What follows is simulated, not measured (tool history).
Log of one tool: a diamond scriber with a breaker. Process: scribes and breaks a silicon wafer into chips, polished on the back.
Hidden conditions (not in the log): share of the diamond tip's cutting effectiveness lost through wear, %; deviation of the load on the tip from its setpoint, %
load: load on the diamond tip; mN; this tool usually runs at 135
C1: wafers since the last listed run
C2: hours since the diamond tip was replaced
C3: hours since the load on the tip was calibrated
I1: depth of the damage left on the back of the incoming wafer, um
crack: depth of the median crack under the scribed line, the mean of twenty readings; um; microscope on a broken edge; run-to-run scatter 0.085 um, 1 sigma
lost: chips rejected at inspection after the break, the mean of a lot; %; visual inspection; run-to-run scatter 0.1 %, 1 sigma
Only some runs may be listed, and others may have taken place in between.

run 1 hour=0.0 | load=119 | C1=0 C2=761.4 C3=1856.6 | I1=0.02 | crack=5.21 lost=10.04
run 2 hour=8.1 | load=110 | C1=16 C2=769.5 C3=1864.7 | I1=0.04 | crack=5.05 lost=13.01
run 3 hour=22.9 | load=145 | C1=29 C2=784.3 C3=1879.5 | I1=0.03 | crack=5.68 lost=5.26
run 4 hour=40.9 | load=145 | C1=36 C2=802.3 C3=1897.5 | I1=0.02 | crack=5.79 lost=5.32
run 5 hour=48.6 | load=145 | C1=15 C2=810.0 C3=1905.2 | I1=0.03 | crack=5.74 lost=5.62
run 6 hour=61.5 | load=158 | C1=26 C2=822.9 C3=1918.1 | I1=0.03 | crack=6.04 lost=3.93
run 7 hour=71.8 | load=135 | C1=20 C2=833.2 C3=1928.4 | I1=0.01 | crack=5.49 lost=8.29
run 8 hour=82.3 | load=135 | C1=21 C2=843.7 C3=1938.9 | I1=0.02 | crack=5.52 lost=7.92
run 9 hour=98.0 | load=135 | C1=31 C2=859.4 C3=1954.6 | I1=0.04 | crack=5.60 lost=6.99
run 10 hour=116.0 | load=135 | C1=36 C2=877.4 C3=1972.6 | I1=0.04 | crack=5.55 lost=7.89
run 11 hour=122.1 | load=135 | C1=12 C2=883.5 C3=1978.7 | I1=0.03 | crack=5.51 lost=7.46
run 12 hour=137.9 | load=135 | C1=31 C2=899.3 C3=1994.5 | I1=0.05 | crack=5.55 lost=7.22
run 13 hour=149.8 | load=135 | C1=24 C2=911.2 C3=2006.4 | I1=0.04 | crack=5.55 lost=7.82
run 14 hour=156.8 | load=135 | C1=14 C2=918.2 C3=2013.4 | I1=0.04 | crack=5.57 lost=7.56
run 15 hour=168.8 | load=135 | C1=24 C2=930.2 C3=2025.4 | I1=0.01 | crack=5.46 lost=7.13
run 16 hour=176.2 | load=152 | C1=14 C2=937.6 C3=2032.8 | I1=0.04 | crack=5.83 lost=4.33
run 17 hour=189.5 | load=152 | C1=26 C2=950.9 C3=2046.1 | I1=0.03 | crack=5.81 lost=5.04
-- hour=193.8 diamond tip replaced by a new one
run 18 hour=197.8 | load=150 | C1=12 C2=4.0 C3=2054.4 | I1=0.03 | crack=6.93 lost=2.17
run 19 hour=216.6 | load=135 | C1=38 C2=22.8 C3=2073.2 | I1=0.02 | crack=6.58 lost=1.78
run 20 hour=228.0 | load=135 | C1=23 C2=34.2 C3=2084.6 | I1=0.04 | crack=6.55 lost=2.05
run 21 hour=242.8 | load=135 | C1=29 C2=49.0 C3=2099.4 | I1=0.04 | crack=6.41 lost=2.26
run 22 hour=257.1 | load=135 | C1=28 C2=63.3 C3=2113.7 | I1=0.02 | crack=6.32 lost=2.14
run 23 hour=269.3 | load=109 | C1=24 C2=75.5 C3=2125.9 | I1=0.05 | crack=5.63 lost=5.13
run 24 hour=277.9 | load=135 | C1=17 C2=84.1 C3=2134.5 | I1=0.04 | crack=6.35 lost=2.35
run 25 hour=286.5 | load=148 | C1=17 C2=92.7 C3=2143.1 | I1=0.02 | crack=6.55 lost=1.80
run 26 hour=298.7 | load=160 | C1=24 C2=104.9 C3=2155.3 | I1=0.02 | crack=7.09 lost=1.79
-- hour=306.7 load on the tip recalibrated
run 27 hour=315.8 | load=116 | C1=30 C2=122.0 C3=9.1 | I1=0.05 | crack=5.91 lost=4.78
run 28 hour=331.0 | load=120 | C1=30 C2=137.2 C3=24.3 | I1=0.01 | crack=6.03 lost=4.25
run 29 hour=348.7 | load=114 | C1=35 C2=154.9 C3=42.0 | I1=0.02 | crack=5.73 lost=5.74
run 30 hour=362.5 | load=117 | C1=27 C2=168.7 C3=55.8 | I1=0.04 | crack=5.69 lost=4.84
run 31 hour=370.2 | load=110 | C1=15 C2=176.4 C3=63.5 | I1=0.02 | crack=5.57 lost=6.14
run 32 hour=387.8 | load=153 | C1=35 C2=194.0 C3=81.1 | I1=0.04 | crack=6.32 lost=2.09
run 33 hour=401.9 | load=107 | C1=28 C2=208.1 C3=95.2 | I1=0.03 | crack=5.52 lost=6.89
run 34 hour=415.5 | load=161 | C1=27 C2=221.7 C3=108.8 | I1=0.03 | crack=6.67 lost=1.84
run 35 hour=424.2 | load=174 | C1=17 C2=230.4 C3=117.5 | I1=0.03 | crack=7.00 lost=1.87
run 36 hour=431.1 | load=95 | C1=13 C2=237.3 C3=124.4 | I1=0.05 | crack=5.09 lost=10.72
run 37 hour=443.7 | load=163 | C1=25 C2=249.9 C3=137.0 | I1=0.02 | crack=6.65 lost=1.80
run 38 hour=451.9 | load=106 | C1=16 C2=258.1 C3=145.2 | I1=0.02 | crack=5.39 lost=9.68
run 39 hour=463.8 | load=163 | C1=24 C2=270.0 C3=157.1 | I1=0.05 | crack=6.58 lost=1.78
run 40 hour=476.0 | load=170 | C1=24 C2=282.2 C3=169.3 | I1=0.01 | crack=6.65 lost=1.89

Entry by entry between the runs, the difference in hidden state between the last listed run before and the first listed run after:
Logged between run 17 and run 18: diamond tip replaced by a new one (hour 193.8)
  share of the diamond tip's cutting effectiveness lost through wear, %: 26.5 -> 2.46
  measured less the result without the state, crack: -1.32 -> -0.12 um; lost: +2.57 -> -0.22 %
Logged between run 26 and run 27: load on the tip recalibrated (hour 306.7)
  share of the diamond tip's cutting effectiveness lost through wear, %: 8.93 -> 9.86
  measured less the result without the state, crack: -0.46 -> -0.43 um; lost: -0.88 -> +2.11 %

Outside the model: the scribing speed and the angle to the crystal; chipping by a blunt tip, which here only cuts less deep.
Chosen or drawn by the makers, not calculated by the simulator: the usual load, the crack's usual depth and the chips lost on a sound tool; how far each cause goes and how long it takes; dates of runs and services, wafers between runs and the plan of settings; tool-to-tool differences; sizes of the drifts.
